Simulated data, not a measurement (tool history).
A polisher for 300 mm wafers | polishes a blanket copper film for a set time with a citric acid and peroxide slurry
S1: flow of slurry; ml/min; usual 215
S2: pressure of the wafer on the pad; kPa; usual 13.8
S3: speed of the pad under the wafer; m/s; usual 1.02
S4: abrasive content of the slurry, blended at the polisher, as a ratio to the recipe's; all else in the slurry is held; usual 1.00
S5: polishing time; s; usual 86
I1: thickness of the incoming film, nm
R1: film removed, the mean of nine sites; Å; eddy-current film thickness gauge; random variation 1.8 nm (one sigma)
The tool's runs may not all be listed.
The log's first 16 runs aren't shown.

run    hour   S1    S2    S3    S4   S5      I1    R1
     1294.0  -- worn pad replaced by a new one
 17  1299.5  215  13.8  1.02  1.30   86  1061.8  1437
 18  1360.0  215  13.8  1.02  1.00   86  1067.2  1293
 19  1391.4  155  13.8  1.02  1.00   86  1066.2  1246
     1449.0  -- slurry blender recalibrated
 20  1458.6  190  13.8  1.02  1.00   86  1071.1  1428
 21  1511.4  215  13.8  0.78  1.00  112  1068.5  1370
     1549.9  -- slurry nozzle cleaned
 22  1551.6  195  13.8  1.24  1.00   86  1079.8  1639
 23  1618.1  215  12.4  1.30  1.00   86  1069.0  1575
 24  1690.0  215  13.8  1.02  1.00   86  1048.8  1335
 25  1748.6  215  15.2  0.88  1.15   86  1058.2  1257

Run 26 comes next. What will it give?
     1815.0  -- worn pad replaced by a new one
 26  1818.0  215  9.7  1.02  1.00  86  1060.6   ?

R1: 1080 Å
Without the tool's hidden state the same run would have given R1 1150 Å.
